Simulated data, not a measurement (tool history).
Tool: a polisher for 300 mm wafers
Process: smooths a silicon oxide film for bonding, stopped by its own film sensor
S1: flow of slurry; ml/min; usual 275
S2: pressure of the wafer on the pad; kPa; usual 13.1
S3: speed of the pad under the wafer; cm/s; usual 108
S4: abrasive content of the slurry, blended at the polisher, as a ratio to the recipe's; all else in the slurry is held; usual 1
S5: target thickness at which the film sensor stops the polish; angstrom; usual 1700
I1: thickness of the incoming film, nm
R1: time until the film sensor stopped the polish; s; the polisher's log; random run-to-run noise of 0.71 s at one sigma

Run 1, hour 0: usual settings; I1 198.7. Result: R1 39.9 s.
Run 2, hour 12.3: usual settings but S1 320 ml/min; I1 200.2. Result: R1 42.6 s.
At hour 25.7: slurry blender recalibrated.
Run 3, hour 26.3: usual settings but S1 320 ml/min; I1 198.8. Result: R1 40.4 s.
Run 4, hour 44.6: usual settings; I1 202.4. Result: R1 46.6 s.
At hour 60.5: worn pad replaced by a new one.
Run 5, hour 71.7: usual settings; I1 204.3. Result: R1 49.7 s.
Run 6, hour 86.1: usual settings; I1 200.6. Result: R1 42.6 s.
Run 7, hour 110.5: usual settings; I1 197.7. Result: R1 40.4 s.
Run 8, hour 140.1: usual settings; I1 200. Result: R1 42.9 s.
Run 9, hour 163.5: usual settings; I1 199.3. Result: R1 41.5 s.
At hour 183.9: worn pad replaced by a new one.
Run 10, hour 195.2: usual settings; I1 200.4. Result: R1 43.8 s.
Run 11, hour 229.2: usual settings; I1 202.1. Result: R1 46.9 s.
At hour 248.2: slurry nozzle cleaned.
Run 12, hour 264.8: usual settings; I1 197.8. Result: R1 44.8 s.
At hour 276.2: slurry blender recalibrated.
Run 13, hour 300: usual settings but S4 0.9; I1 200.5. Result: R1 49.4 s.
At hour 305.6: head pressure recalibrated.
At hour 325.7: worn pad replaced by a new one.
Run 14, hour 331.3: usual settings but S3 76 cm/s; I1 199.1. Result: R1 54.3 s.
At hour 344.8: slurry nozzle cleaned, repeated, since the last time left the tool worse.
Run 15, hour 363.2: usual settings but S2 15.2 kPa, S4 0.8, S5 1610 angstrom; I1 200.9. Result: R1 55 s.
Run 16, hour 389.4: usual settings but S1 330 ml/min; I1 204.1. Result: R1 47.2 s.
Run 17, hour 410.1: usual settings but S1 360 ml/min; I1 198.9. Result: R1 40.4 s.
At hour 434.6: worn pad replaced by a new one.
Run 18, hour 459.8: usual settings but S5 1670 angstrom; I1 197.8. Result: R1 43.5 s.
At hour 468.5: slurry blender recalibrated.
Run 19, hour 481.6: usual settings but S2 9.7 kPa, S4 0.85, S5 1770 angstrom; I1 202. Result: R1 43.6 s.
Run 20, hour 495.8: usual settings but S1 225 ml/min, S2 11.7 kPa, S4 0.8; I1 201.7. Result: R1 54 s.
Run 21, hour 518.6: usual settings but S5 1640 angstrom; I1 198.4. Result: R1 48.9 s.
Run 22, hour 544.3: usual settings but S1 305 ml/min; I1 201.6. Result: R1 44.3 s.
At hour 559.3: worn pad replaced by a new one.
Run 23, hour 568.9: usual settings but S5 1730 angstrom; I1 200.5. Result: R1 40.4 s.
Run 24, hour 590.6: usual settings; I1 198.1. Result: R1 39.9 s.
Run 25, hour 604.1: usual settings; I1 195.7. Result: R1 37 s.
Run 26, hour 630.4: usual settings; I1 199.5. Result: R1 42.3 s.

3 options for the next run, each taken on its own from the tool as it stands now. Forecast them:
Run A, hour 630.8: usual settings; I1 200.7. Result: R1 ?.
Run B, hour 630.8: usual settings but S3 84 cm/s; I1 200.7. Result: R1 ?.
Run C, hour 630.8: usual settings but S2 17.2 kPa; I1 200.7. Result: R1 ?.

run    R1
  A  44.5
  B  51.4
  C  37.2
What these runs would have given with no unlogged condition in the tool:
run    R1
  A  43.4
  B  50.1
  C  36.3
